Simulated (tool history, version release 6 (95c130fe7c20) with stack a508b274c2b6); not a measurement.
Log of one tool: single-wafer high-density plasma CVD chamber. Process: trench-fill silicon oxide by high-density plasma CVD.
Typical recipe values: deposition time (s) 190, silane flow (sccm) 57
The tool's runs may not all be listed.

run,hour,deposition time (s),silane flow (sccm),wafers since the last listed run,hours since the silane flow controller was replaced,hours since the gauge calibration,"read-back reference wafer on the same gauge, thickness_nm",mean film thickness on the monitor wafer (angstrom)
1,0,190,57,0,1971.4,77.6,831.037,10028.21
2,13.8,190,57,127,1985.2,91.4,828.832,10082.02
3,100.2,190,57,800,2071.6,177.8,830.929,10136.53
4,129.5,190,57,271,2100.9,207.1,829.919,10131.91
# hour 164.7: silane flow controller replaced
5,165.2,190,57,256,0.5,242.8,831.269,10189.01
6,183,190,57,164,18.3,260.6,828.652,10158.41
7,205.9,190,57,212,41.2,283.5,828.682,10084.27
8,225.5,190,57,181,60.8,303.1,829.52,10034.42
9,254.8,200,48,271,90.1,332.4,831.644,9357.43
# hour 256.7: gauge calibrated
10,285.3,200,48,282,120.6,28.6,830.589,9272.6
11,302.4,178,57,158,137.7,45.7,830.732,9457
12,345.1,215,52,395,180.4,88.4,830.906,10599.04
13,364.8,190,68,182,200.1,108.1,828.817,11647.62
14,392.4,190,57,255,227.7,135.7,831.266,10098.46

Estimate the outcome of run 15 from the log above:
15,410.3,190,57,165,245.6,153.6,?,?

Run 15 came out at read-back reference wafer on the same gauge, thickness_nm 830.077, mean film thickness on the monitor wafer (angstrom) 9985.23.
Without the tool's hidden state the same run would have given mean film thickness on the monitor wafer (angstrom) 9985.23.
